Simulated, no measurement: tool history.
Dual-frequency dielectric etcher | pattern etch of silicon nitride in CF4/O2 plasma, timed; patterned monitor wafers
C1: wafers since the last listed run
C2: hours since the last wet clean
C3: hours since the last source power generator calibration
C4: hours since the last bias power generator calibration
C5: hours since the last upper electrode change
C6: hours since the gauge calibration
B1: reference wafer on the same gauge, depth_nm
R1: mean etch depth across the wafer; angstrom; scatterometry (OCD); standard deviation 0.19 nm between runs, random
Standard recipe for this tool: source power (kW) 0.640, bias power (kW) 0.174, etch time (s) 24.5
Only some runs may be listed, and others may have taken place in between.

{"run": 1, "hour": 0.0, "source power (kW)": 0.64, "bias power (kW)": 0.174, "etch time (s)": 19.5, "C1": 0, "C2": 121.6, "C3": 3612.6, "C4": 1736.9, "C5": 6400.8, "C6": 241.1, "B1": 79.2, "R1": 539}
{"run": 2, "hour": 28.1, "source power (kW)": 0.64, "bias power (kW)": 0.174, "etch time (s)": 19.5, "C1": 518, "C2": 149.7, "C3": 3640.7, "C4": 1765.0, "C5": 6428.9, "C6": 269.2, "B1": 79.2, "R1": 538}
{"run": 3, "hour": 51.2, "source power (kW)": 0.64, "bias power (kW)": 0.174, "etch time (s)": 19.5, "C1": 426, "C2": 172.8, "C3": 3663.8, "C4": 1788.1, "C5": 6452.0, "C6": 292.3, "B1": 79.2, "R1": 541}
{"run": 4, "hour": 86.8, "source power (kW)": 0.64, "bias power (kW)": 0.174, "etch time (s)": 24.5, "C1": 656, "C2": 208.4, "C3": 3699.4, "C4": 1823.7, "C5": 6487.6, "C6": 327.9, "B1": 79.2, "R1": 678}
{"run": 5, "hour": 119.9, "source power (kW)": 0.64, "bias power (kW)": 0.174, "etch time (s)": 24.5, "C1": 610, "C2": 241.5, "C3": 3732.5, "C4": 1856.8, "C5": 6520.7, "C6": 361.0, "B1": 79.2, "R1": 677}
{"run": 6, "hour": 141.1, "source power (kW)": 0.64, "bias power (kW)": 0.174, "etch time (s)": 20.5, "C1": 391, "C2": 262.7, "C3": 3753.7, "C4": 1878.0, "C5": 6541.9, "C6": 382.2, "B1": 79.2, "R1": 569}
{"run": 7, "hour": 164.8, "source power (kW)": 0.64, "bias power (kW)": 0.174, "etch time (s)": 20.5, "C1": 437, "C2": 286.4, "C3": 3777.4, "C4": 1901.7, "C5": 6565.6, "C6": 405.9, "B1": 79.2, "R1": 562}
{"run": 8, "hour": 178.1, "source power (kW)": 0.64, "bias power (kW)": 0.174, "etch time (s)": 20.5, "C1": 245, "C2": 299.7, "C3": 3790.7, "C4": 1915.0, "C5": 6578.9, "C6": 419.2, "B1": 79.2, "R1": 564}
{"run": 9, "hour": 204.3, "source power (kW)": 0.64, "bias power (kW)": 0.174, "etch time (s)": 24.5, "C1": 483, "C2": 325.9, "C3": 3816.9, "C4": 1941.2, "C5": 6605.1, "C6": 445.4, "B1": 79.2, "R1": 674}
{"run": 10, "hour": 219.7, "source power (kW)": 0.64, "bias power (kW)": 0.174, "etch time (s)": 24.5, "C1": 284, "C2": 341.3, "C3": 3832.3, "C4": 1956.6, "C5": 6620.5, "C6": 460.8, "B1": 79.2, "R1": 678}
{"hour": 247.2, "done": "upper electrode replaced"}
{"run": 11, "hour": 254.2, "source power (kW)": 0.64, "bias power (kW)": 0.174, "etch time (s)": 24.5, "C1": 193, "C2": 375.8, "C3": 3866.8, "C4": 1991.1, "C5": 7.0, "C6": 495.3, "B1": 79.2, "R1": 677}
{"run": 12, "hour": 274.6, "source power (kW)": 0.64, "bias power (kW)": 0.174, "etch time (s)": 24.5, "C1": 376, "C2": 396.2, "C3": 3887.2, "C4": 2011.5, "C5": 27.4, "C6": 515.7, "B1": 79.2, "R1": 677}
{"hour": 298.5, "done": "source power generator calibrated"}
{"hour": 317.2, "done": "wet clean of the chamber"}
{"run": 13, "hour": 317.7, "source power (kW)": 0.73, "bias power (kW)": 0.174, "etch time (s)": 24.5, "C1": 377, "C2": 0.5, "C3": 19.2, "C4": 2054.6, "C5": 70.5, "C6": 558.8, "B1": 79.1, "R1": 755}
{"run": 14, "hour": 340.4, "source power (kW)": 0.74, "bias power (kW)": 0.158, "etch time (s)": 20.0, "C1": 418, "C2": 23.2, "C3": 41.9, "C4": 2077.3, "C5": 93.2, "C6": 581.5, "B1": 79.2, "R1": 601}
{"run": 15, "hour": 363.6, "source power (kW)": 0.75, "bias power (kW)": 0.174, "etch time (s)": 24.5, "C1": 427, "C2": 46.4, "C3": 65.1, "C4": 2100.5, "C5": 116.4, "C6": 604.7, "B1": 79.2, "R1": 769}
{"run": 16, "hour": 387.5, "source power (kW)": 0.78, "bias power (kW)": 0.193, "etch time (s)": 24.5, "C1": 440, "C2": 70.3, "C3": 89.0, "C4": 2124.4, "C5": 140.3, "C6": 628.6, "B1": 79.3, "R1": 827}
{"run": 17, "hour": 411.8, "source power (kW)": 0.64, "bias power (kW)": 0.208, "etch time (s)": 24.5, "C1": 448, "C2": 94.6, "C3": 113.3, "C4": 2148.7, "C5": 164.6, "C6": 652.9, "B1": 79.2, "R1": 720}
{"run": 18, "hour": 462.4, "source power (kW)": 0.53, "bias power (kW)": 0.152, "etch time (s)": 24.5, "C1": 933, "C2": 145.2, "C3": 163.9, "C4": 2199.3, "C5": 215.2, "C6": 703.5, "B1": 79.1, "R1": 552}
{"hour": 462.5, "done": "gauge calibrated"}
{"run": 19, "hour": 489.8, "source power (kW)": 0.64, "bias power (kW)": 0.211, "etch time (s)": 24.5, "C1": 505, "C2": 172.6, "C3": 191.3, "C4": 2226.7, "C5": 242.6, "C6": 27.3, "B1": 79.2, "R1": 726}
{"hour": 504.2, "done": "bias power generator calibrated"}
{"run": 20, "hour": 509.8, "source power (kW)": 0.64, "bias power (kW)": 0.174, "etch time (s)": 24.5, "C1": 295, "C2": 192.6, "C3": 211.3, "C4": 5.6, "C5": 262.6, "C6": 47.3, "B1": 79.2, "R1": 674}
{"run": 21, "hour": 532.7, "source power (kW)": 0.64, "bias power (kW)": 0.174, "etch time (s)": 18.0, "C1": 422, "C2": 215.5, "C3": 234.2, "C4": 28.5, "C5": 285.5, "C6": 70.2, "B1": 79.2, "R1": 496}
{"run": 22, "hour": 550.4, "source power (kW)": 0.75, "bias power (kW)": 0.188, "etch time (s)": 22.5, "C1": 326, "C2": 233.2, "C3": 251.9, "C4": 46.2, "C5": 303.2, "C6": 87.9, "B1": 79.2, "R1": 730}
{"run": 23, "hour": 571.9, "source power (kW)": 0.5, "bias power (kW)": 0.174, "etch time (s)": 24.5, "C1": 396, "C2": 254.7, "C3": 273.4, "C4": 67.7, "C5": 324.7, "C6": 109.4, "B1": 79.2, "R1": 552}
{"run": 24, "hour": 607.6, "source power (kW)": 0.71, "bias power (kW)": 0.151, "etch time (s)": 18.0, "C1": 658, "C2": 290.4, "C3": 309.1, "C4": 103.4, "C5": 360.4, "C6": 145.1, "B1": 79.2, "R1": 515}
{"run": 25, "hour": 626.1, "source power (kW)": 0.53, "bias power (kW)": 0.152, "etch time (s)": 24.5, "C1": 341, "C2": 308.9, "C3": 327.6, "C4": 121.9, "C5": 378.9, "C6": 163.6, "B1": 79.2, "R1": 552}
{"run": 26, "hour": 655.7, "source power (kW)": 0.76, "bias power (kW)": 0.206, "etch time (s)": 31.0, "C1": 546, "C2": 338.5, "C3": 357.2, "C4": 151.5, "C5": 408.5, "C6": 193.2, "B1": 79.2, "R1": 1047}
{"run": 27, "hour": 707.5, "source power (kW)": 0.64, "bias power (kW)": 0.174, "etch time (s)": 24.5, "C1": 955, "C2": 390.3, "C3": 409.0, "C4": 203.3, "C5": 460.3, "C6": 245.0, "B1": 79.3, "R1": 678}

Below are 5 alternative next runs, each starting from the tool's condition after run 27. Predict each:
{"run": "A", "hour": 707.9, "source power (kW)": 0.64, "bias power (kW)": 0.174, "etch time (s)": 24.5, "C1": 7, "C2": 390.7, "C3": 409.4, "C4": 203.7, "C5": 460.7, "C6": 245.4, "B1": "?", "R1": "?"}
{"run": "B", "hour": 707.9, "source power (kW)": 0.56, "bias power (kW)": 0.201, "etch time (s)": 19.0, "C1": 7, "C2": 390.7, "C3": 409.4, "C4": 203.7, "C5": 460.7, "C6": 245.4, "B1": "?", "R1": "?"}
{"run": "C", "hour": 707.9, "source power (kW)": 0.64, "bias power (kW)": 0.163, "etch time (s)": 24.5, "C1": 7, "C2": 390.7, "C3": 409.4, "C4": 203.7, "C5": 460.7, "C6": 245.4, "B1": "?", "R1": "?"}
{"run": "D", "hour": 707.9, "source power (kW)": 0.59, "bias power (kW)": 0.139, "etch time (s)": 27.5, "C1": 7, "C2": 390.7, "C3": 409.4, "C4": 203.7, "C5": 460.7, "C6": 245.4, "B1": "?", "R1": "?"}
{"run": "E", "hour": 707.9, "source power (kW)": 0.52, "bias power (kW)": 0.174, "etch time (s)": 20.5, "C1": 7, "C2": 390.7, "C3": 409.4, "C4": 203.7, "C5": 460.7, "C6": 245.4, "B1": "?", "R1": "?"}

run=A B1=79.2 R1=676
run=B B1=79.2 R1=495
run=C B1=79.2 R1=661
run=D B1=79.2 R1=657
run=E B1=79.2 R1=477
What these runs would have given with no unlogged condition in the tool:
run=A R1=676
run=B R1=495
run=C R1=661
run=D R1=657
run=E R1=477
